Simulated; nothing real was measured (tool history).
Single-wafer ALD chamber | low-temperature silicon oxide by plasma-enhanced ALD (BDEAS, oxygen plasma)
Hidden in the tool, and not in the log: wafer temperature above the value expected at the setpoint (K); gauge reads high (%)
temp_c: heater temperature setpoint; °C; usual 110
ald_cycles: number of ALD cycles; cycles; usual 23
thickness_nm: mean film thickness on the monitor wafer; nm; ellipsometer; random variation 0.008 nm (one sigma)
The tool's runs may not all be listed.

run   hour  temp_c  ald_cycles  wafers since the last listed run  hours since the last thermocouple change  hours since the gauge calibration  read-back reference wafer on the same gauge, thickness_nm  thickness_nm
  1    0.0     110          23                                 0                                    1386.2                              691.0                                                      3.349         3.155
  2   53.4     110          23                               695                                    1439.6                              744.4                                                      3.349         3.158
  3  119.0     110          25                               854                                    1505.2                              810.0                                                      3.347         3.435
  4  167.9     110          25                               637                                    1554.1                              858.9                                                      3.343         3.421
  5  214.2     110          23                               603                                    1600.4                              905.2                                                      3.340         3.152
  6  267.7     110          23                               697                                    1653.9                              958.7                                                      3.336         3.140
  7  293.6     110          23                               337                                    1679.8                              984.6                                                      3.337         3.145
     335.4  -- gauge calibrated
  8  337.3     110          23                               569                                    1723.5                                1.9                                                      3.386         3.189
  9  361.8     110          23                               319                                    1748.0                               26.4                                                      3.386         3.182
 10  403.1     110          23                               538                                    1789.3                               67.7                                                      3.383         3.177
 11  449.9     110          19                               609                                    1836.1                              114.5                                                      3.382         2.636
 12  479.3     115          19                               383                                    1865.5                              143.9                                                      3.379         2.598
 13  537.3     114          26                               755                                    1923.5                              201.9                                                      3.374         3.579
 14  591.8     123          23                               710                                    1978.0                              256.4                                                      3.374         3.104
     640.5  -- thermocouple changed; heater temperature recalibrated
 15  651.4     124          27                               672                                      10.9                              316.0                                                      3.369         3.644
 16  723.0     115          24                               933                                      82.5                              387.6                                                      3.365         3.258
 17  793.4     120          20                               917                                     152.9                              458.0                                                      3.361         2.697
 18  860.1     110          23                               869                                     219.6                              524.7                                                      3.357         3.160
 19  901.0     110          23                               533                                     260.5                              565.6                                                      3.355         3.159
 20  950.2     118          21                               641                                     309.7                              614.8                                                      3.354         2.834
 21  979.2     106          26                               377                                     338.7                              643.8                                                      3.352         3.587

3 ways to go on from here, each from the tool as it stands after run 21. What would each give?
  A  979.6     118          23                                 5                                     339.1                              644.2                                                          ?             ?
  B  979.6     121          23                                 5                                     339.1                              644.2                                                          ?             ?
  C  979.6     119          26                                 5                                     339.1                              644.2                                                          ?             ?

run  read-back reference wafer on the same gauge, thickness_nm  thickness_nm
  A                                                      3.349         3.114
  B                                                      3.349         3.098
  C                                                      3.349         3.514
Without the tool's hidden state the same runs would have given:
run  thickness_nm
  A         3.150
  B         3.135
  C         3.555
